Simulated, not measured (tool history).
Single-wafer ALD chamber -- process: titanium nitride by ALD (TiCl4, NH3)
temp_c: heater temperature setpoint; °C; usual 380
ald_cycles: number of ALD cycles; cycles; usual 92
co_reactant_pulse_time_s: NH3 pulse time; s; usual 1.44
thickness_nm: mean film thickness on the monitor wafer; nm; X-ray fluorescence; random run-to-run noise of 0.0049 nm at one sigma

run	hour	temp_c	ald_cycles	co_reactant_pulse_time_s	wafers since the last listed run	hours since the last thermocouple change	hours since the showerhead was replaced	hours since the gauge calibration	read-back reference wafer on the same gauge, thickness_nm	thickness_nm
1	0.0	370	92	1.44	0	1503.0	3123.8	182.9	2.143	1.929
2	20.1	370	92	1.44	62	1523.1	3143.9	203.0	2.144	1.915
3	38.2	370	92	1.44	56	1541.2	3162.0	221.1	2.146	1.922
4	66.9	380	92	1.72	88	1569.9	3190.7	249.8	2.145	1.975
5	84.8	384	92	1.18	55	1587.8	3208.6	267.7	2.146	1.959
6	107.2	384	92	1.18	69	1610.2	3231.0	290.1	2.148	1.939
7	119.4	380	92	1.44	37	1622.4	3243.2	302.3	2.149	1.958
8	154.7	380	92	1.44	109	1657.7	3278.5	337.6	2.152	1.966
9	170.7	380	92	1.44	49	1673.7	3294.5	353.6	2.152	1.972
10	189.8	380	92	1.44	59	1692.8	3313.6	372.7	2.151	1.975
11	218.3	380	92	1.03	88	1721.3	3342.1	401.2	2.155	1.911
12	236.8	380	92	1.03	57	1739.8	3360.6	419.7	2.155	1.920
13	260.9	380	92	1.03	74	1763.9	3384.7	443.8	2.156	1.914
14	275.5	385	92	1.44	45	1778.5	3399.3	458.4	2.158	1.991
15	289.6	380	92	1.44	43	1792.6	3413.4	472.5	2.160	1.979
16	304.7	380	92	1.44	46	1807.7	3428.5	487.6	2.158	1.977
17	352.0	380	86	1.68	146	1855.0	3475.8	534.9	2.162	1.876
18	386.6	380	100	1.81	107	1889.6	3510.4	569.5	2.167	2.201
19	410.6	373	105	1.44	74	1913.6	3534.4	593.5	2.168	2.224
20	442.6	380	81	1.44	99	1945.6	3566.4	625.5	2.174	1.747
21	469.8	370	92	1.44	84	1972.8	3593.6	652.7	2.173	1.955
# hour 487.6: showerhead replaced
22	492.7	370	92	1.44	46	1995.7	5.1	675.6	2.176	1.952
# hour 525.6: gauge calibrated
# hour 529.6: thermocouple changed; heater temperature recalibrated
23	530.1	386	92	1.90	91	0.5	42.5	4.5	2.144	2.003
24	540.7	394	80	1.85	32	11.1	53.1	15.1	2.142	1.757
25	567.3	380	92	1.44	82	37.7	79.7	41.7	2.144	1.955
26	602.6	375	92	1.44	109	73.0	115.0	77.0	2.144	1.947
27	635.2	367	92	1.44	100	105.6	147.6	109.6	2.147	1.906
28	647.8	380	92	1.44	39	118.2	160.2	122.2	2.145	1.962
29	666.4	380	92	1.44	57	136.8	178.8	140.8	2.143	1.959
30	696.3	391	92	0.99	92	166.7	208.7	170.7	2.146	1.946
31	711.1	380	92	1.44	45	181.5	223.5	185.5	2.145	1.963
32	741.3	380	107	0.92	93	211.7	253.7	215.7	2.145	2.197

Alternative continuations, all from the tool just after run 32; predict every row:
A	741.9	380	92	1.88	1	212.3	254.3	216.3	?	?
B	741.9	366	92	1.44	1	212.3	254.3	216.3	?	?
C	741.9	366	92	1.97	1	212.3	254.3	216.3	?	?
D	741.9	395	92	1.44	1	212.3	254.3	216.3	?	?

run	read-back reference wafer on the same gauge, thickness_nm	thickness_nm
A	2.148	2.002
B	2.148	1.905
C	2.148	1.958
D	2.148	2.008
Without the tool's unlogged condition, the same runs would have read:
run	thickness_nm
A	1.995
B	1.899
C	1.951
D	2.001

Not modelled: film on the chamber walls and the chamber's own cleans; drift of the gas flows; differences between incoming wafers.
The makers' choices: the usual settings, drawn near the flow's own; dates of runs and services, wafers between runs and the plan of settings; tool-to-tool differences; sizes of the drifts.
